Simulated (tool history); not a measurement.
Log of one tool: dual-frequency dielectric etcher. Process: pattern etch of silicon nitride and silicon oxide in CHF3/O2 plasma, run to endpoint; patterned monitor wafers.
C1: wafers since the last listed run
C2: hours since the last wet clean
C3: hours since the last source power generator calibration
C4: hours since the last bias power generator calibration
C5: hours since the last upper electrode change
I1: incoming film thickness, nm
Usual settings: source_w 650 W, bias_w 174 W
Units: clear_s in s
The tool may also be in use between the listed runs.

run 1 day=0 | source_w=650 bias_w=174 | C1=0 C2=218.8 C3=1913 C4=1904.8 C5=3628.7 | I1=258.6 | clear_s=155.1
run 2 day=1.442 | source_w=650 bias_w=174 | C1=295 C2=253.4 C3=1947.6 C4=1939.4 C5=3663.3 | I1=261.5 | clear_s=157
run 3 day=3.462 | source_w=650 bias_w=174 | C1=414 C2=301.9 C3=1996.1 C4=1987.9 C5=3711.8 | I1=258.7 | clear_s=153.2
run 4 day=6.212 | source_w=650 bias_w=174 | C1=564 C2=367.9 C3=2062.1 C4=2053.9 C5=3777.8 | I1=259.8 | clear_s=155.2
run 5 day=7.829 | source_w=710 bias_w=155 | C1=331 C2=406.7 C3=2100.9 C4=2092.7 C5=3816.6 | I1=263.1 | clear_s=157.5
-- day=10.029 source power generator calibrated
run 6 day=10.442 | source_w=710 bias_w=155 | C1=502 C2=469.4 C3=9.9 C4=2155.4 C5=3879.3 | I1=258.6 | clear_s=154
run 7 day=12.208 | source_w=710 bias_w=155 | C1=362 C2=511.8 C3=52.3 C4=2197.8 C5=3921.7 | I1=259 | clear_s=155.5
run 8 day=13.496 | source_w=650 bias_w=174 | C1=264 C2=542.7 C3=83.2 C4=2228.7 C5=3952.6 | I1=260.6 | clear_s=154.7
-- day=15.608 wet clean of the chamber, repeated, since the last time left the tool worse
run 9 day=15.771 | source_w=580 bias_w=174 | C1=261 C2=3.9 C3=137.8 C4=2283.3 C5=4007.2 | I1=260.8 | clear_s=174.4
run 10 day=18.417 | source_w=580 bias_w=174 | C1=543 C2=67.4 C3=201.3 C4=2346.8 C5=4070.7 | I1=260.4 | clear_s=175.1
run 11 day=21.204 | source_w=740 bias_w=141 | C1=572 C2=134.3 C3=268.2 C4=2413.7 C5=4137.6 | I1=258.3 | clear_s=167.5
run 12 day=26.629 | source_w=650 bias_w=174 | C1=1113 C2=264.5 C3=398.4 C4=2543.9 C5=4267.8 | I1=261.5 | clear_s=161.6
run 13 day=28.992 | source_w=790 bias_w=137 | C1=484 C2=321.2 C3=455.1 C4=2600.6 C5=4324.5 | I1=261.5 | clear_s=161.9
run 14 day=30.921 | source_w=710 bias_w=134 | C1=395 C2=367.5 C3=501.4 C4=2646.9 C5=4370.8 | I1=256.8 | clear_s=171.7
run 15 day=32.917 | source_w=730 bias_w=202 | C1=409 C2=415.4 C3=549.3 C4=2694.8 C5=4418.7 | I1=262.1 | clear_s=144.9
-- day=35.7 upper electrode replaced
run 16 day=35.721 | source_w=570 bias_w=138 | C1=370 C2=482.7 C3=616.6 C4=2762.1 C5=0.5 | I1=259.5 | clear_s=191.7
run 17 day=36.296 | source_w=780 bias_w=174 | C1=118 C2=496.5 C3=630.4 C4=2775.9 C5=14.3 | I1=260.1 | clear_s=147
-- day=36.875 bias power generator calibrated
-- day=38.779 wet clean of the chamber
run 18 day=38.925 | source_w=770 bias_w=216 | C1=300 C2=3.5 C3=693.5 C4=49.2 C5=77.4 | I1=260.4 | clear_s=137.1
run 19 day=40.208 | source_w=650 bias_w=212 | C1=263 C2=34.3 C3=724.3 C4=80 C5=108.2 | I1=260.9 | clear_s=152.1
run 20 day=42.388 | source_w=710 bias_w=204 | C1=447 C2=86.6 C3=776.6 C4=132.3 C5=160.5 | I1=259.8 | clear_s=145.4
run 21 day=43.683 | source_w=510 bias_w=137 | C1=265 C2=117.7 C3=807.7 C4=163.4 C5=191.6 | I1=264.1 | clear_s=212.6
run 22 day=46.208 | source_w=510 bias_w=186 | C1=518 C2=178.3 C3=868.3 C4=224 C5=252.2 | I1=262.7 | clear_s=183.4
run 23 day=48.088 | source_w=810 bias_w=146 | C1=385 C2=223.4 C3=913.4 C4=269.1 C5=297.3 | I1=259 | clear_s=156.2
run 24 day=49.4 | source_w=650 bias_w=174 | C1=269 C2=254.9 C3=944.9 C4=300.6 C5=328.8 | I1=261.5 | clear_s=163.6
run 25 day=51.704 | source_w=500 bias_w=185 | C1=472 C2=310.2 C3=1000.2 C4=355.9 C5=384.1 | I1=259.4 | clear_s=185.9
run 26 day=52.988 | source_w=650 bias_w=174 | C1=263 C2=341 C3=1031 C4=386.7 C5=414.9 | I1=262.5 | clear_s=163.5
run 27 day=55.9 | source_w=650 bias_w=174 | C1=597 C2=410.9 C3=1100.9 C4=456.6 C5=484.8 | I1=260.7 | clear_s=161.6
run 28 day=58.3 | source_w=650 bias_w=174 | C1=492 C2=468.5 C3=1158.5 C4=514.2 C5=542.4 | I1=260.2 | clear_s=162.1
run 29 day=59.321 | source_w=650 bias_w=174 | C1=209 C2=493 C3=1183 C4=538.7 C5=566.9 | I1=262.9 | clear_s=162.7
run 30 day=62.179 | source_w=790 bias_w=161 | C1=586 C2=561.6 C3=1251.6 C4=607.3 C5=635.5 | I1=262.7 | clear_s=152.5
-- day=64.679 wet clean of the chamber
run 31 day=64.7 | source_w=720 bias_w=139 | C1=312 C2=0.5 C3=1312.1 C4=667.8 C5=696 | I1=260.9 | clear_s=175.7
run 32 day=66.308 | source_w=650 bias_w=174 | C1=330 C2=39.1 C3=1350.7 C4=706.4 C5=734.6 | I1=260 | clear_s=163.8
run 33 day=67.983 | source_w=650 bias_w=211 | C1=343 C2=79.3 C3=1390.9 C4=746.6 C5=774.8 | I1=264.9 | clear_s=155.1
run 34 day=70.975 | source_w=760 bias_w=193 | C1=614 C2=151.1 C3=1462.7 C4=818.4 C5=846.6 | I1=261.4 | clear_s=145
run 35 day=73.388 | source_w=720 bias_w=174 | C1=495 C2=209 C3=1520.6 C4=876.3 C5=904.5 | I1=260.6 | clear_s=155.5
run 36 day=75.554 | source_w=730 bias_w=218 | C1=444 C2=261 C3=1572.6 C4=928.3 C5=956.5 | I1=259 | clear_s=139.8

How the hidden state differs across the entries between the runs, from the last listed run before each to the first after it:
Between runs 5 and 6: source power generator calibrated (day 10.029)
  etch rate over this chamber's usual, %: 6.13 -> 6.38
  measured less the result without the state, clear_s: -9.7 -> -9.9 s
Between runs 8 and 9: wet clean of the chamber, repeated, since the last time left the tool worse (day 15.608)
  etch rate over this chamber's usual, %: 6.69 -> 0.117
  measured less the result without the state, clear_s: -10.4 -> -0.2 s
Between runs 15 and 16: upper electrode replaced (day 35.7)
  etch rate over this chamber's usual, %: 1.81 -> 2.09
  measured less the result without the state, clear_s: -2.6 -> -4 s
Between runs 17 and 18: bias power generator calibrated (day 36.875); wet clean of the chamber (day 38.779)
  etch rate over this chamber's usual, %: 2.15 -> -0.15
  measured less the result without the state, clear_s: -3.1 -> +0.2 s
Between runs 30 and 31: wet clean of the chamber (day 64.679)
  etch rate over this chamber's usual, %: 2.15 -> -0.505
  measured less the result without the state, clear_s: -3.2 -> +0.9 s
